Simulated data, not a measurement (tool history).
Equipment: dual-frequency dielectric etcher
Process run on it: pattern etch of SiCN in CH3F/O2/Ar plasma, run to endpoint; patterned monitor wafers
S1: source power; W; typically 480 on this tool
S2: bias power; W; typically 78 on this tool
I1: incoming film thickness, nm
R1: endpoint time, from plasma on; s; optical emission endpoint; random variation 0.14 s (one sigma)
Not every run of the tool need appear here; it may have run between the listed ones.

run,day,S1,S2,I1,R1
1,0.000,560,78,9.27,19.5
2,4.433,560,78,9.16,19.1
3,6.479,560,78,9.23,19.1
4,10.771,480,78,9.11,20.8
5,13.633,480,78,9.09,20.5
6,16.375,480,78,9.31,21.4
7,18.975,480,78,9.16,20.8
8,22.292,480,70,9.12,21.5
9,25.488,480,70,9.19,21.6
10,28.200,480,70,9.21,21.4
11,32.142,480,64,9.14,21.8
12,34.333,570,65,9.20,19.7
13,47.521,570,65,9.22,19.5
14,49.608,480,78,9.26,20.9
15,53.350,370,60,9.22,27.9
16,57.083,560,78,9.11,19.5
17,68.133,370,78,9.18,25.1
18,71.979,480,88,9.25,20.6
19,74.625,520,98,9.21,19.1
20,77.500,390,87,9.13,23.4
21,80.708,480,72,9.15,21.7
22,83.279,480,78,9.08,21.1
23,85.392,530,69,9.22,20.7
24,88.138,420,95,9.20,21.7
25,89.992,480,78,9.18,21.1
26,93.442,420,91,9.17,21.6
27,95.125,480,95,9.08,19.6

Not shown here: 7 entries made in the log between runs. Locate each between two listed runs and compare the hidden state at the listed run before it with the hidden state at the listed run after it:
After run 4, before run 5: wet clean of the chamber (day 13.612)
  source power that arrives over what is set, %: 5.12 -> 5.32
  what was measured, less what the result would be without the hidden state, R1: -0.6 -> -0.6 s
After run 12, before run 13: wet clean of the chamber (day 37.225)
  source power that arrives over what is set, %: 6.23 -> 6.52
  what was measured, less what the result would be without the hidden state, R1: -0.7 -> -0.8 s
After run 14, before run 15: upper electrode replaced (day 50.817); source power generator calibrated (day 53.012)
  source power that arrives over what is set, %: 6.55 -> -0.558
  what was measured, less what the result would be without the hidden state, R1: -0.8 -> +0.1 s
After run 16, before run 17: wet clean of the chamber (day 65.979)
  source power that arrives over what is set, %: 0.178 -> 1.8
  what was measured, less what the result would be without the hidden state, R1: +0.0 -> -0.3 s
After run 17, before run 18: bias power generator calibrated (day 71.329)
  source power that arrives over what is set, %: 1.8 -> 2.21
  what was measured, less what the result would be without the hidden state, R1: -0.3 -> -0.2 s
After run 26, before run 27: wet clean of the chamber (day 94.442)
  source power that arrives over what is set, %: 3.63 -> 3.69
  what was measured, less what the result would be without the hidden state, R1: -0.5 -> -0.4 s

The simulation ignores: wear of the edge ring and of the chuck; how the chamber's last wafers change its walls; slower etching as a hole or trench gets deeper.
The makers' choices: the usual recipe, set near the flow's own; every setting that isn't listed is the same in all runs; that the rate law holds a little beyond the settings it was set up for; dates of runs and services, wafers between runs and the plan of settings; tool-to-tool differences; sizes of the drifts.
